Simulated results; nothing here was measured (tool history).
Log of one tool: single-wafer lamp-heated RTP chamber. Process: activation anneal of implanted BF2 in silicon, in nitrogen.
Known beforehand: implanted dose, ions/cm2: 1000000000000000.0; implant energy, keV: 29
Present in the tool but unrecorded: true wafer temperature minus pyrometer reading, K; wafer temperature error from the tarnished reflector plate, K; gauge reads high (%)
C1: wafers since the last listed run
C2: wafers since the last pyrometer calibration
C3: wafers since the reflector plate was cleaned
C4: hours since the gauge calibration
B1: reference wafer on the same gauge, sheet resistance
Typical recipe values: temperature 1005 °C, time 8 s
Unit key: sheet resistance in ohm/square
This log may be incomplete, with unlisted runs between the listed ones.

Run 1, hour 0.0: usual settings; C1 0; C2 997; C3 10270; C4 68.6; B1 163.03. Result: sheet resistance 184.77 ohm/square.
Run 2, hour 9.1: usual settings but temperature 984 °C; C1 160; C2 1158; C3 10431; C4 77.7; B1 162.99. Result: sheet resistance 203.65 ohm/square.
Run 3, hour 22.2: usual settings but temperature 984 °C; C1 231; C2 1389; C3 10662; C4 90.8; B1 163.00. Result: sheet resistance 204.11 ohm/square.
Run 4, hour 33.3: usual settings but temperature 984 °C; C1 195; C2 1585; C3 10858; C4 101.9; B1 163.12. Result: sheet resistance 204.23 ohm/square.
Run 5, hour 50.2: usual settings; C1 298; C2 1883; C3 11156; C4 118.8; B1 162.98. Result: sheet resistance 185.01 ohm/square.
Run 6, hour 61.7: usual settings; C1 202; C2 2086; C3 11359; C4 130.3; B1 162.91. Result: sheet resistance 184.25 ohm/square.
Run 7, hour 71.5: usual settings; C1 172; C2 2259; C3 11532; C4 140.1; B1 163.06. Result: sheet resistance 185.49 ohm/square.
Run 8, hour 78.1: usual settings; C1 116; C2 2375; C3 11649; C4 146.7; B1 163.04. Result: sheet resistance 183.79 ohm/square.
Run 9, hour 92.9: usual settings; C1 261; C2 2637; C3 11910; C4 161.5; B1 163.10. Result: sheet resistance 184.63 ohm/square.
Run 10, hour 108.0: usual settings; C1 266; C2 2903; C3 12176; C4 176.6; B1 163.02. Result: sheet resistance 183.79 ohm/square.
Run 11, hour 120.7: usual settings but temperature 997 °C; C1 224; C2 3127; C3 12400; C4 189.3; B1 162.96. Result: sheet resistance 190.70 ohm/square.
Run 12, hour 130.5: usual settings but temperature 997 °C; C1 172; C2 3300; C3 12573; C4 199.1; B1 162.84. Result: sheet resistance 191.19 ohm/square.
At hour 139.1: reflector plate cleaned.
Run 13, hour 139.9: usual settings but temperature 997 °C; C1 24; C2 3325; C3 14; C4 208.5; B1 162.99. Result: sheet resistance 197.64 ohm/square.
Run 14, hour 152.5: usual settings but time 5 s; C1 222; C2 3547; C3 236; C4 221.1; B1 162.97. Result: sheet resistance 196.24 ohm/square.
Run 15, hour 168.2: usual settings; C1 277; C2 3824; C3 513; C4 236.8; B1 163.18. Result: sheet resistance 189.07 ohm/square.
Run 16, hour 183.5: usual settings; C1 270; C2 4095; C3 783; C4 252.1; B1 162.93. Result: sheet resistance 187.85 ohm/square.
Run 17, hour 191.8: usual settings but temperature 1024 °C; C1 146; C2 4241; C3 930; C4 260.4; B1 163.04. Result: sheet resistance 173.92 ohm/square.
Run 18, hour 222.3: usual settings; C1 538; C2 4779; C3 1468; C4 290.9; B1 162.94. Result: sheet resistance 189.05 ohm/square.
At hour 233.9: gauge calibrated.
Run 19, hour 239.7: usual settings; C1 307; C2 5086; C3 1775; C4 5.8; B1 162.89. Result: sheet resistance 187.62 ohm/square.
Run 20, hour 253.5: usual settings but time 12 s; C1 243; C2 5330; C3 2019; C4 19.6; B1 162.99. Result: sheet resistance 182.71 ohm/square.
Run 21, hour 266.3: usual settings; C1 225; C2 5556; C3 2245; C4 32.4; B1 163.10. Result: sheet resistance 187.48 ohm/square.
Run 22, hour 284.2: usual settings but temperature 990 °C, time 5 s; C1 315; C2 5872; C3 2561; C4 50.3; B1 162.96. Result: sheet resistance 206.87 ohm/square.
Run 23, hour 295.0: usual settings but temperature 992 °C, time 11 s; C1 190; C2 6063; C3 2751; C4 61.1; B1 162.93. Result: sheet resistance 194.35 ohm/square.
At hour 305.5: pyrometer window cleaned and pyrometer calibrated.
Run 24, hour 306.0: usual settings but temperature 994 °C, time 4 s; C1 52; C2 9; C3 2804; C4 72.1; B1 162.99. Result: sheet resistance 204.09 ohm/square.
Run 25, hour 308.9: usual settings but temperature 992 °C; C1 51; C2 60; C3 2855; C4 75.0; B1 162.95. Result: sheet resistance 198.13 ohm/square.
Run 26, hour 317.8: usual settings; C1 157; C2 217; C3 3012; C4 83.9; B1 163.04. Result: sheet resistance 186.76 ohm/square.
Run 27, hour 333.8: usual settings but temperature 980 °C, time 11 s; C1 282; C2 499; C3 3295; C4 99.9; B1 162.91. Result: sheet resistance 206.22 ohm/square.
Run 28, hour 349.8: usual settings but time 4 s; C1 282; C2 782; C3 3577; C4 115.9; B1 163.03. Result: sheet resistance 194.64 ohm/square.
Run 29, hour 360.4: usual settings but temperature 981 °C, time 11 s; C1 187; C2 969; C3 3764; C4 126.5; B1 163.03. Result: sheet resistance 204.86 ohm/square.
Run 30, hour 373.6: usual settings but temperature 1016 °C; C1 232; C2 1202; C3 3997; C4 139.7; B1 162.99. Result: sheet resistance 177.65 ohm/square.
Run 31, hour 384.3: usual settings; C1 188; C2 1391; C3 4186; C4 150.4; B1 162.93. Result: sheet resistance 186.46 ohm/square.
Run 32, hour 398.9: usual settings but temperature 986 °C, time 11 s; C1 257; C2 1648; C3 4444; C4 165.0; B1 162.93. Result: sheet resistance 199.82 ohm/square.
Run 33, hour 407.6: usual settings but temperature 978 °C, time 12 s; C1 153; C2 1802; C3 4597; C4 173.7; B1 163.08. Result: sheet resistance 206.32 ohm/square.
Run 34, hour 415.4: usual settings but temperature 1020 °C, time 11 s; C1 137; C2 1940; C3 4735; C4 181.5; B1 162.96. Result: sheet resistance 169.64 ohm/square.
Run 35, hour 421.8: usual settings but temperature 997 °C; C1 112; C2 2053; C3 4848; C4 187.9; B1 162.96. Result: sheet resistance 192.53 ohm/square.
Run 36, hour 436.2: usual settings but temperature 1031 °C; C1 254; C2 2307; C3 5102; C4 202.3; B1 163.02. Result: sheet resistance 167.99 ohm/square.

What differs in the tool's unlogged condition from the final listed run ahead of each entry between runs to the first listed run following it?
Runs 12 to 13: reflector plate cleaned (hour 139.1)
  wafer temperature error from the tarnished reflector plate, K: 7.84 -> 0.612
  measured minus no-state result, sheet resistance: -7.39 -> -0.60 ohm/square
Runs 18 to 19: gauge calibrated (hour 233.9)
  wafer temperature error from the tarnished reflector plate, K: 2.78 -> 3.16
  measured minus no-state result, sheet resistance: -2.48 -> -2.80 ohm/square
Runs 23 to 24: pyrometer window cleaned and pyrometer calibrated (hour 305.5)
  wafer temperature error from the tarnished reflector plate, K: 4.22 -> 4.41
  measured minus no-state result, sheet resistance: -4.39 -> -3.75 ohm/square

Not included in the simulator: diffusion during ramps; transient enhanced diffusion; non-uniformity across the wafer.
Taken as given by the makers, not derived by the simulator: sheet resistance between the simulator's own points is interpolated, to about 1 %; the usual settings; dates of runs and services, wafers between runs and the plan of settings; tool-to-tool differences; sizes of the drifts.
